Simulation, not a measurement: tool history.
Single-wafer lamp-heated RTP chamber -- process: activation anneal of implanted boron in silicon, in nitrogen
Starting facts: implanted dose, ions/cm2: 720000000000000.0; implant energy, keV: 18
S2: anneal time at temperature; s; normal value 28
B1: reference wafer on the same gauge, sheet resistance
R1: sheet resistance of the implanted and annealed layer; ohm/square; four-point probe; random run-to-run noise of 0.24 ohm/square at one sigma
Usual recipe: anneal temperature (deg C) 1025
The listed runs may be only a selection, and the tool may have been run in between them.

{"run": 1, "hour": 0.0, "anneal temperature (deg C)": 1025, "S2": 28, "B1": 149.0, "R1": 160.21}
{"run": 2, "hour": 28.6, "anneal temperature (deg C)": 1025, "S2": 28, "B1": 148.95, "R1": 159.87}
{"run": 3, "hour": 61.2, "anneal temperature (deg C)": 1025, "S2": 28, "B1": 149.02, "R1": 159.72}
{"run": 4, "hour": 75.3, "anneal temperature (deg C)": 1025, "S2": 28, "B1": 149.01, "R1": 159.68}
{"run": 5, "hour": 111.0, "anneal temperature (deg C)": 1025, "S2": 28, "B1": 149.04, "R1": 159.74}
{"run": 6, "hour": 132.1, "anneal temperature (deg C)": 1025, "S2": 28, "B1": 148.96, "R1": 159.57}
{"run": 7, "hour": 168.0, "anneal temperature (deg C)": 1025, "S2": 21, "B1": 148.98, "R1": 160.75}
{"run": 8, "hour": 183.1, "anneal temperature (deg C)": 1025, "S2": 21, "B1": 148.98, "R1": 160.46}
{"run": 9, "hour": 211.4, "anneal temperature (deg C)": 1025, "S2": 16, "B1": 149.0, "R1": 161.03}
{"run": 10, "hour": 239.3, "anneal temperature (deg C)": 1025, "S2": 16, "B1": 148.99, "R1": 161.02}
{"run": 11, "hour": 255.1, "anneal temperature (deg C)": 1004, "S2": 28, "B1": 149.0, "R1": 161.99}
{"run": 12, "hour": 280.7, "anneal temperature (deg C)": 1004, "S2": 28, "B1": 148.99, "R1": 161.57}
{"run": 13, "hour": 307.6, "anneal temperature (deg C)": 1025, "S2": 28, "B1": 149.03, "R1": 159.33}
{"run": 14, "hour": 338.8, "anneal temperature (deg C)": 1025, "S2": 28, "B1": 149.01, "R1": 159.64}
{"run": 15, "hour": 357.1, "anneal temperature (deg C)": 1025, "S2": 43, "B1": 149.0, "R1": 159.48}
{"run": 16, "hour": 378.4, "anneal temperature (deg C)": 1025, "S2": 28, "B1": 149.02, "R1": 159.74}
{"run": 17, "hour": 406.9, "anneal temperature (deg C)": 1015, "S2": 18, "B1": 148.97, "R1": 161.24}
{"run": 18, "hour": 439.5, "anneal temperature (deg C)": 1000, "S2": 23, "B1": 149.0, "R1": 162.35}
{"run": 19, "hour": 467.3, "anneal temperature (deg C)": 1008, "S2": 22, "B1": 148.96, "R1": 161.5}
{"run": 20, "hour": 496.3, "anneal temperature (deg C)": 1025, "S2": 28, "B1": 148.97, "R1": 159.62}
{"run": 21, "hour": 597.1, "anneal temperature (deg C)": 1025, "S2": 28, "B1": 148.95, "R1": 159.99}
{"run": 22, "hour": 626.6, "anneal temperature (deg C)": 1025, "S2": 35, "B1": 149.01, "R1": 159.8}
{"run": 23, "hour": 645.9, "anneal temperature (deg C)": 1025, "S2": 28, "B1": 149.01, "R1": 159.29}
{"run": 24, "hour": 752.4, "anneal temperature (deg C)": 1025, "S2": 28, "B1": 148.99, "R1": 159.65}
{"run": 25, "hour": 825.7, "anneal temperature (deg C)": 1011, "S2": 41, "B1": 149.02, "R1": 160.07}
{"run": 26, "hour": 854.6, "anneal temperature (deg C)": 1036, "S2": 38, "B1": 148.99, "R1": 158.57}
{"run": 27, "hour": 886.7, "anneal temperature (deg C)": 1025, "S2": 28, "B1": 149.04, "R1": 160.65}
{"run": 28, "hour": 906.6, "anneal temperature (deg C)": 1040, "S2": 24, "B1": 149.01, "R1": 159.5}
{"run": 29, "hour": 922.8, "anneal temperature (deg C)": 1004, "S2": 37, "B1": 149.01, "R1": 161.99}

The log once held 12 entries between its listed runs, left out of this copy. Where does each go, and what is different about the tool's unlogged condition between the listed run before it and the listed run after it?
Runs 4 to 5: reflector plate cleaned (hour 105.6)
  true wafer temperature minus pyrometer reading, K: 11.1 -> 12.4
  measured less the result without the state, R1: -0.90 -> -0.98 ohm/square
Runs 6 to 7: pyrometer window cleaned and pyrometer calibrated (hour 158.3)
  true wafer temperature minus pyrometer reading, K: 12.9 -> 2.25
  measured less the result without the state, R1: -1.01 -> -0.21 ohm/square
Runs 11 to 12: reflector plate cleaned (hour 279.8)
  true wafer temperature minus pyrometer reading, K: 10.4 -> 11.3
  measured less the result without the state, R1: -1.78 -> -1.90 ohm/square
Runs 14 to 15: pyrometer window cleaned and pyrometer calibrated (hour 356.6)
  true wafer temperature minus pyrometer reading, K: 12.4 -> 3.4
  measured less the result without the state, R1: -0.97 -> -0.31 ohm/square
Runs 16 to 17: gauge calibrated (hour 393.2)
  true wafer temperature minus pyrometer reading, K: 7.07 -> 10.4
  measured less the result without the state, R1: -0.60 -> -1.23 ohm/square
Runs 19 to 20: reflector plate cleaned (hour 478.8)
  true wafer temperature minus pyrometer reading, K: 13.8 -> 14.6
  measured less the result without the state, R1: -1.98 -> -1.12 ohm/square
Runs 20 to 21: pyrometer window cleaned and pyrometer calibrated (hour 538.1)
  true wafer temperature minus pyrometer reading, K: 14.6 -> 7.92
  measured less the result without the state, R1: -1.12 -> -0.67 ohm/square
Runs 23 to 24: pyrometer window cleaned and pyrometer calibrated (hour 697.3); reflector plate cleaned (hour 707.8)
  true wafer temperature minus pyrometer reading, K: 10.6 -> 8.16
  measured less the result without the state, R1: -0.85 -> -0.68 ohm/square
Runs 26 to 27: pyrometer window cleaned and pyrometer calibrated (hour 871.5)
  true wafer temperature minus pyrometer reading, K: 12.3 -> 3.5
  measured less the result without the state, R1: -0.78 -> -0.32 ohm/square
Runs 27 to 28: gauge calibrated (hour 887.7)
  true wafer temperature minus pyrometer reading, K: 3.5 -> 6.22
  measured less the result without the state, R1: -0.32 -> -0.33 ohm/square
Runs 28 to 29: reflector plate cleaned (hour 920.3)
  true wafer temperature minus pyrometer reading, K: 6.22 -> 7.88
  measured less the result without the state, R1: -0.33 -> -1.33 ohm/square
